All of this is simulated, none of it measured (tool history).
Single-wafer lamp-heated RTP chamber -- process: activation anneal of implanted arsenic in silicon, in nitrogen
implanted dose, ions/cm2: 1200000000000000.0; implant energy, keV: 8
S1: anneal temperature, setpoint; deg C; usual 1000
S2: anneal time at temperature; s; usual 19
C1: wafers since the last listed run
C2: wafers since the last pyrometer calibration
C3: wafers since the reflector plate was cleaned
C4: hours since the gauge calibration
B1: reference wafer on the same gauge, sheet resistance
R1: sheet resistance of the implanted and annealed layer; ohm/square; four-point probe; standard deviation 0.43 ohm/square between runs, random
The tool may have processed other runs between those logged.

run,day,S1,S2,C1,C2,C3,C4,B1,R1
1,0.000,1000,19,0,6155,2341,246.3,131.00,144.92
2,4.283,1000,19,1943,8098,4284,349.1,130.87,144.35
# day 6.692: pyrometer window cleaned and pyrometer calibrated
3,6.712,1000,19,950,9,5235,407.4,130.92,145.19
4,8.583,1000,19,848,858,6084,452.3,131.22,144.48
5,10.308,1000,19,782,1640,6867,493.7,131.02,145.11
6,14.096,1000,19,1718,3359,8586,584.6,131.07,143.60
7,16.029,988,19,877,4236,9463,631.0,131.10,156.32
# day 17.688: reflector plate cleaned
8,18.350,1000,19,901,5138,300,686.7,131.05,143.68
9,22.804,1000,19,2021,7159,2321,793.6,131.01,145.05
10,26.254,1000,19,1565,8724,3887,876.4,131.12,144.90
# day 30.112: pyrometer window cleaned and pyrometer calibrated
11,30.133,1000,19,1608,10,5496,969.5,131.00,145.13
# day 38.404: reflector plate cleaned
12,41.008,1000,19,4783,4793,1182,1230.5,131.03,144.40
13,42.662,1000,19,750,5543,1932,1270.2,130.99,144.28
14,47.142,981,27,2032,7576,3965,1377.7,131.18,152.21
# day 47.300: gauge calibrated
# day 48.475: pyrometer window cleaned and pyrometer calibrated
15,48.700,981,27,555,102,4520,33.6,131.03,151.27
16,52.296,1000,24,1631,1734,6152,119.9,130.87,137.64
17,56.117,1000,24,1733,3467,7886,211.6,131.20,137.53
18,58.558,1000,19,1107,4575,8994,270.2,131.01,145.39
# day 60.400: reflector plate cleaned
19,60.421,1000,25,693,5269,9,314.9,130.83,136.26
20,62.567,1027,11,973,6243,983,366.4,131.26,138.06
21,64.929,978,26,1071,7315,2055,423.1,130.82,155.43
22,66.533,1025,16,727,8043,2783,461.6,131.07,128.50
23,68.092,982,26,707,8750,3490,499.0,131.00,152.53
# day 69.654: pyrometer window cleaned and pyrometer calibrated
24,70.829,1000,19,1090,533,4581,564.7,130.85,144.86
25,73.958,992,8,1419,1953,6001,639.8,130.94,177.50
26,77.667,1020,11,1682,3636,7683,728.8,130.96,144.04
27,80.767,983,30,1406,5043,9090,803.2,130.90,146.23
# day 81.325: reflector plate cleaned
28,83.021,985,10,871,5914,769,857.3,131.16,177.00
29,85.971,1000,10,1338,7253,2107,928.1,130.94,163.80
30,89.946,1000,19,1803,9056,3911,1023.5,130.96,144.50
# day 91.558: pyrometer window cleaned and pyrometer calibrated
31,96.388,1000,19,2771,2190,6683,1178.1,131.02,144.22
32,98.008,975,15,735,2926,7418,1217.0,131.05,174.34
# day 100.467: reflector plate cleaned
33,100.488,1016,9,973,3900,8,1276.5,131.04,153.38
34,102.475,971,29,901,4801,910,1324.2,130.83,159.49
35,105.233,1000,27,1251,6053,2162,1390.4,131.08,134.09

For each run, what was the tool's unlogged condition?
true wafer temperature minus pyrometer reading, K: 0, the same for each run
wafer temperature error from the tarnished reflector plate, K: 0, the same for each run
gauge reads high (%): 0, the same for each run
